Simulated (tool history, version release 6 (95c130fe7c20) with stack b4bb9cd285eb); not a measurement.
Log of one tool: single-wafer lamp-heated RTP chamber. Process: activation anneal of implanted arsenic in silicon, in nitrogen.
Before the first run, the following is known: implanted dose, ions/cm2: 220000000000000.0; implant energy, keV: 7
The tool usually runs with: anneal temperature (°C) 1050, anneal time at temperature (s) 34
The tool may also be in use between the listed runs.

run    hour  anneal temperature (°C)  anneal time at temperature (s)  wafers since the last listed run  wafers since the last pyrometer calibration  wafers since the reflector plate was cleaned  hours since the gauge calibration  read-back reference wafer on the same gauge, sheet resistance  sheet resistance of the implanted and annealed layer (ohm/square)
  1       0                     1050                              34                                 0                                         1123                                          4428                              380.9                                                         365.91                                                             417.41
  2    79.6                     1050                              34                              1325                                         2448                                          5754                              460.5                                                         366.16                                                             416.15
  3   144.5                     1040                              44                              1080                                         3529                                          6834                              525.4                                                         365.97                                                             413.19
  4   239.6                     1040                              44                              1583                                         5112                                          8418                              620.5                                                          366.3                                                             412.73
  5   338.1                     1040                              44                              1640                                         6753                                         10058                                719                                                         366.08                                                             411.17
  6     410                     1041                              34                              1197                                         7950                                         11256                              790.9                                                         365.93                                                             417.81
      441.8  -- pyrometer window cleaned and pyrometer calibrated
      463.1  -- gauge calibrated
  7   496.8                     1041                              34                              1312                                          916                                         12568                               33.7                                                         366.03                                                             421.04
  8   571.2                     1041                              34                              1238                                         2155                                         13807                              108.1                                                         366.13                                                              422.4
  9   663.4                     1076                              26                              1535                                         3690                                         15342                              200.3                                                          365.9                                                             405.19
      733.5  -- reflector plate cleaned
 10   763.9                     1038                              14                              1540                                         5231                                           506                              300.8                                                         365.94                                                             440.67
 11   828.4                     1026                              45                              1074                                         6305                                          1580                              365.3                                                         366.05                                                             421.39
 12   899.5                     1050                              34                              1183                                         7489                                          2764                              436.4                                                         366.05                                                             413.64
      964.1  -- pyrometer window cleaned and pyrometer calibrated
 13   993.2                     1059                              34                              1427                                          484                                          4191                              530.1                                                          365.8                                                             413.79
 14  1090.1                     1050                              34                              1613                                         2097                                          5804                                627                                                         366.01                                                             413.28
 15  1195.5                     1050                              34                              1755                                         3852                                          7559                              732.4                                                          366.1                                                             413.81
     1233.1  -- gauge calibrated
 16  1258.5                     1021                              34                              1049                                         4901                                          8609                               25.4                                                         365.88                                                             426.98

Branching from run 16: 3 alternative next runs. What would each branch give?
  A  1258.9                     1050                              34                                 6                                         4908                                          8615                               25.8                                                              ?                                                                  ?
  B  1258.9                     1050                              39                                 6                                         4908                                          8615                               25.8                                                              ?                                                                  ?
  C  1258.9                     1028                              15                                 6                                         4908                                          8615                               25.8                                                              ?                                                                  ?

run  read-back reference wafer on the same gauge, sheet resistance  sheet resistance of the implanted and annealed layer (ohm/square)
  A                                                         366.09                                                             413.54
  B                                                         366.09                                                             410.16
  C                                                         366.09                                                             440.95
Without the tool's unlogged condition, the same runs would have read:
run  sheet resistance of the implanted and annealed layer (ohm/square)
  A                                                             419.23
  B                                                             416.04
  C                                                             445.19
